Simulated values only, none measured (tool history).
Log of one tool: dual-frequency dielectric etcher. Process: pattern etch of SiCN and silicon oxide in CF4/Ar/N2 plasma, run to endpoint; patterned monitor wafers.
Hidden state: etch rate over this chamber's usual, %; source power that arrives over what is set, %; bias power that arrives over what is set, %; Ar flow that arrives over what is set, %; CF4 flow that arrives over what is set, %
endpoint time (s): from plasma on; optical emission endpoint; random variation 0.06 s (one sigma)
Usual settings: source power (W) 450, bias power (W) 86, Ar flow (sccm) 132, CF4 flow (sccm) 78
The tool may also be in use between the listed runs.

run    hour  source power (W)  bias power (W)  Ar flow (sccm)  CF4 flow (sccm)  wafers since the last listed run  hours since the last wet clean  hours since the last source power generator calibration  hours since the last bias power generator calibration  hours since the last Ar flow controller change  hours since the last CF4 flow controller change  hours since the last upper electrode change  incoming incoming film thickness, nm  endpoint time (s)
  1       0               450              86             132               78                                 0                             0.5                                                     2372                                                   2390                                          5848.4                                           4723.1                                       4640.6                                  9.62               10.5
  2    45.4               450              86             132               78                               488                            45.9                                                   2417.4                                                 2435.4                                          5893.8                                           4768.5                                         4686                                  9.58               10.4
  3    91.6               450              86             132               78                               497                            92.1                                                   2463.6                                                 2481.6                                            5940                                           4814.7                                       4732.2                                  9.66               10.4
  4   191.4               450              86             132               78                              1074                           191.9                                                   2563.4                                                 2581.4                                          6039.8                                           4914.5                                         4832                                  9.56               10.1
  5   230.9               450              86             132               78                               425                           231.4                                                   2602.9                                                 2620.9                                          6079.3                                             4954                                       4871.5                                  9.66               10.1
  6   335.1               450              86             132               78                              1122                           335.6                                                   2707.1                                                 2725.1                                          6183.5                                           5058.2                                       4975.7                                  9.63                9.9
        347  -- Ar flow controller replaced
      410.7  -- wet clean of the chamber
  7   416.1               450              69             132               78                               549                             5.4                                                   2788.1                                                 2806.1                                            69.1                                           5139.2                                       5056.7                                   9.6               11.1
      502.8  -- upper electrode replaced
  8   503.3               450              69             132               78                               680                            92.6                                                   2875.3                                                 2893.3                                           156.3                                           5226.4                                          0.5                                  9.58                 11
  9   557.5               450              69             132               78                               583                           146.8                                                   2929.5                                                 2947.5                                           210.5                                           5280.6                                         54.7                                  9.63                 11
 10   613.8               450              86             132               78                               606                           203.1                                                   2985.8                                                 3003.8                                           266.8                                           5336.9                                          111                                  9.61               10.2
      678.8  -- bias power generator calibrated
 11   706.5               450              86             132               78                               955                           295.8                                                   3078.5                                                   27.7                                           359.5                                           5429.6                                        203.7                                  9.63                 10
      769.6  -- wet clean of the chamber
 12   811.5               510             103             159               65                               872                            41.9                                                   3183.5                                                  132.7                                           464.5                                           5534.6                                        308.7                                   9.7                9.9
      874.1  -- source power generator calibrated
 13   924.1               480              73             156               78                              1169                           154.5                                                       50                                                  245.3                                           577.1                                           5647.2                                        421.3                                  9.66               10.6
 14   993.7               380              70             117               85                               749                           224.1                                                    119.6                                                  314.9                                           646.7                                           5716.8                                        490.9                                  9.68               11.5
     1016.7  -- CF4 flow controller replaced
 15  1063.4               500              98             132               78                               686                           293.8                                                    189.3                                                  384.6                                           716.4                                             46.7                                        560.6                                  9.62                9.1
 16  1129.1               450              86             154               68                               707                           359.5                                                      255                                                  450.3                                           782.1                                            112.4                                        626.3                                  9.58               10.4
     1163.3  -- wet clean of the chamber
 17  1191.2               380              65             108               93                               410                            27.9                                                    317.1                                                  512.4                                           844.2                                            174.5                                        688.4                                  9.47               11.4
 18  1244.4               450              86             160               78                               573                            81.1                                                    370.3                                                  565.6                                           897.4                                            227.7                                        741.6                                  9.62               10.7
 19  1336.1               410              86             119               62                               987                           172.8                                                      462                                                  657.3                                           989.1                                            319.4                                        833.3                                  9.57                 11
 20  1407.6               450              86             146               78                               770                           244.3                                                    533.5                                                  728.8                                          1060.6                                            390.9                                        904.8                                  9.62               10.3
 21  1462.6               450              86             132               78                               592                           299.3                                                    588.5                                                  783.8                                          1115.6                                            445.9                                        959.8                                  9.58                9.9
     1500.2  -- wet clean of the chamber
 22  1527.1               390              93             109               91                               436                            26.9                                                      653                                                  848.3                                          1180.1                                            510.4                                       1024.3                                   9.6               10.5
 23    1618               450             105             103               78                               979                           117.8                                                    743.9                                                  939.2                                            1271                                            601.3                                       1115.2                                  9.59                9.3

5 ways to go on from here, each from the tool as it stands after run 23. What would each give?
  A  1618.4               450              86             132               78                                 4                           118.2                                                    744.3                                                  939.6                                          1271.4                                            601.7                                       1115.6                                  9.61                  ?
  B  1618.4               450              98             132               69                                 4                           118.2                                                    744.3                                                  939.6                                          1271.4                                            601.7                                       1115.6                                  9.61                  ?
  C  1618.4               450              86             123               78                                 4                           118.2                                                    744.3                                                  939.6                                          1271.4                                            601.7                                       1115.6                                  9.61                  ?
  D  1618.4               450              70             132               78                                 4                           118.2                                                    744.3                                                  939.6                                          1271.4                                            601.7                                       1115.6                                  9.61                  ?
  E  1618.4               450              94             107               78                                 4                           118.2                                                    744.3                                                  939.6                                          1271.4                                            601.7                                       1115.6                                  9.61                  ?

run  endpoint time (s)
  A               10.4
  B               10.2
  C               10.2
  D                 11
  E                9.8
Without the tool's hidden state the same runs would have given:
run  endpoint time (s)
  A               10.4
  B               10.3
  C               10.3
  D                 11
  E                9.8
